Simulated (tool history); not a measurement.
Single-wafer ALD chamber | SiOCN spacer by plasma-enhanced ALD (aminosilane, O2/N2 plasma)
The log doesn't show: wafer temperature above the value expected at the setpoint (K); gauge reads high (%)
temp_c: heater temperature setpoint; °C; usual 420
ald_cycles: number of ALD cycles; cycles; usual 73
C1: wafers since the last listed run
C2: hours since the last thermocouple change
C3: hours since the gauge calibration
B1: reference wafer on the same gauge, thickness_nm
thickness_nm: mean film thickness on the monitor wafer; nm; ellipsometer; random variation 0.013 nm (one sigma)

Run 1, day 0.000: usual settings; C1 0; C2 1825.9; C3 51.0; B1 4.121. Result: thickness_nm 4.348 nm.
Run 2, day 0.700: usual settings; C1 54; C2 1842.7; C3 67.8; B1 4.121. Result: thickness_nm 4.392 nm.
Run 3, day 1.138: usual settings but ald_cycles 84 cycles; C1 34; C2 1853.2; C3 78.3; B1 4.122. Result: thickness_nm 5.036 nm.
Run 4, day 2.850: usual settings; C1 133; C2 1894.3; C3 119.4; B1 4.119. Result: thickness_nm 4.375 nm.
Run 5, day 3.392: usual settings; C1 42; C2 1907.3; C3 132.4; B1 4.121. Result: thickness_nm 4.395 nm.
Run 6, day 4.012: usual settings; C1 48; C2 1922.2; C3 147.3; B1 4.119. Result: thickness_nm 4.362 nm.
Run 7, day 4.679: usual settings but temp_c 431 °C; C1 51; C2 1938.2; C3 163.3; B1 4.120. Result: thickness_nm 4.238 nm.
Run 8, day 5.312: usual settings but temp_c 431 °C; C1 49; C2 1953.4; C3 178.5; B1 4.122. Result: thickness_nm 4.244 nm.
Run 9, day 5.933: usual settings but temp_c 431 °C; C1 48; C2 1968.3; C3 193.4; B1 4.122. Result: thickness_nm 4.245 nm.
Run 10, day 6.525: usual settings but ald_cycles 79 cycles; C1 46; C2 1982.5; C3 207.6; B1 4.122. Result: thickness_nm 4.735 nm.
Run 11, day 6.858: usual settings but ald_cycles 79 cycles; C1 25; C2 1990.5; C3 215.6; B1 4.121. Result: thickness_nm 4.728 nm.
Run 12, day 7.162: usual settings; C1 23; C2 1997.8; C3 222.9; B1 4.121. Result: thickness_nm 4.397 nm.
Run 13, day 7.671: usual settings; C1 39; C2 2010.0; C3 235.1; B1 4.120. Result: thickness_nm 4.408 nm.
Run 14, day 8.088: usual settings; C1 32; C2 2020.0; C3 245.1; B1 4.116. Result: thickness_nm 4.399 nm.
Run 15, day 8.383: usual settings; C1 23; C2 2027.1; C3 252.2; B1 4.122. Result: thickness_nm 4.371 nm.
Run 16, day 8.808: usual settings; C1 33; C2 2037.3; C3 262.4; B1 4.120. Result: thickness_nm 4.395 nm.
Run 17, day 9.225: usual settings; C1 32; C2 2047.3; C3 272.4; B1 4.117. Result: thickness_nm 4.383 nm.
Run 18, day 9.738: usual settings; C1 39; C2 2059.6; C3 284.7; B1 4.118. Result: thickness_nm 4.387 nm.
Run 19, day 10.125: usual settings; C1 30; C2 2068.9; C3 294.0; B1 4.120. Result: thickness_nm 4.400 nm.
Run 20, day 10.871: usual settings; C1 58; C2 2086.8; C3 311.9; B1 4.121. Result: thickness_nm 4.367 nm.
Run 21, day 11.492: usual settings but temp_c 416 °C; C1 48; C2 2101.7; C3 326.8; B1 4.118. Result: thickness_nm 4.402 nm.
Run 22, day 12.025: usual settings but temp_c 434 °C, ald_cycles 78 cycles; C1 41; C2 2114.5; C3 339.6; B1 4.122. Result: thickness_nm 4.494 nm.
Run 23, day 12.579: usual settings; C1 43; C2 2127.8; C3 352.9; B1 4.118. Result: thickness_nm 4.368 nm.
At day 13.033: thermocouple changed; heater temperature recalibrated.
Run 24, day 13.054: usual settings but temp_c 434 °C, ald_cycles 68 cycles; C1 11; C2 0.5; C3 364.3; B1 4.121. Result: thickness_nm 3.908 nm.
Run 25, day 13.458: usual settings but temp_c 431 °C; C1 31; C2 10.2; C3 374.0; B1 4.121. Result: thickness_nm 4.229 nm.
Run 26, day 13.792: usual settings but temp_c 407 °C; C1 25; C2 18.2; C3 382.0; B1 4.119. Result: thickness_nm 4.548 nm.
Run 27, day 14.054: usual settings but temp_c 409 °C, ald_cycles 67 cycles; C1 20; C2 24.5; C3 388.3; B1 4.123. Result: thickness_nm 4.131 nm.
Run 28, day 14.321: usual settings; C1 20; C2 30.9; C3 394.7; B1 4.118. Result: thickness_nm 4.353 nm.
Run 29, day 14.879: usual settings; C1 43; C2 44.3; C3 408.1; B1 4.119. Result: thickness_nm 4.356 nm.
Run 30, day 16.229: usual settings but ald_cycles 87 cycles; C1 105; C2 76.7; C3 440.5; B1 4.116. Result: thickness_nm 5.205 nm.
Run 31, day 16.738: usual settings; C1 39; C2 88.9; C3 452.7; B1 4.118. Result: thickness_nm 4.354 nm.
Run 32, day 17.292: usual settings but temp_c 427 °C, ald_cycles 68 cycles; C1 43; C2 102.2; C3 466.0; B1 4.119. Result: thickness_nm 3.991 nm.
Run 33, day 17.642: usual settings but temp_c 412 °C, ald_cycles 78 cycles; C1 27; C2 110.6; C3 474.4; B1 4.123. Result: thickness_nm 4.782 nm.
At day 18.329: gauge calibrated.
Run 34, day 18.346: usual settings but temp_c 427 °C, ald_cycles 59 cycles; C1 54; C2 127.5; C3 0.4; B1 4.119. Result: thickness_nm 3.475 nm.
Run 35, day 20.375: usual settings but temp_c 410 °C, ald_cycles 86 cycles; C1 158; C2 176.2; C3 49.1; B1 4.120. Result: thickness_nm 5.305 nm.
Run 36, day 20.908: usual settings; C1 41; C2 189.0; C3 61.9; B1 4.120. Result: thickness_nm 4.380 nm.
Run 37, day 21.579: usual settings but temp_c 409 °C, ald_cycles 68 cycles; C1 52; C2 205.1; C3 78.0; B1 4.120. Result: thickness_nm 4.232 nm.
Run 38, day 21.871: usual settings but temp_c 412 °C, ald_cycles 86 cycles; C1 22; C2 212.1; C3 85.0; B1 4.121. Result: thickness_nm 5.263 nm.
Run 39, day 22.412: usual settings but temp_c 416 °C, ald_cycles 87 cycles; C1 42; C2 225.1; C3 98.0; B1 4.121. Result: thickness_nm 5.278 nm.
Run 40, day 23.942: usual settings but ald_cycles 82 cycles; C1 119; C2 261.8; C3 134.7; B1 4.123. Result: thickness_nm 4.898 nm.

5 ways to go on from here, each from the tool as it stands after run 40. What would each give?
Run A, day 23.962: usual settings but ald_cycles 86 cycles; C1 1; C2 262.3; C3 135.2; B1 ?. Result: thickness_nm ?.
Run B, day 23.962: usual settings but temp_c 428 °C, ald_cycles 67 cycles; C1 1; C2 262.3; C3 135.2; B1 ?. Result: thickness_nm ?.
Run C, day 23.962: usual settings but ald_cycles 60 cycles; C1 1; C2 262.3; C3 135.2; B1 ?. Result: thickness_nm ?.
Run D, day 23.962: usual settings but temp_c 409 °C, ald_cycles 84 cycles; C1 1; C2 262.3; C3 135.2; B1 ?. Result: thickness_nm ?.
Run E, day 23.962: usual settings but temp_c 409 °C, ald_cycles 60 cycles; C1 1; C2 262.3; C3 135.2; B1 ?. Result: thickness_nm ?.

run     B1  thickness_nm
  A  4.120         5.161
  B  4.120         3.931
  C  4.120         3.601
  D  4.120         5.197
  E  4.120         3.712
Without the tool's hidden state the same runs would have given:
run  thickness_nm
  A         5.161
  B         3.931
  C         3.601
  D         5.197
  E         3.712
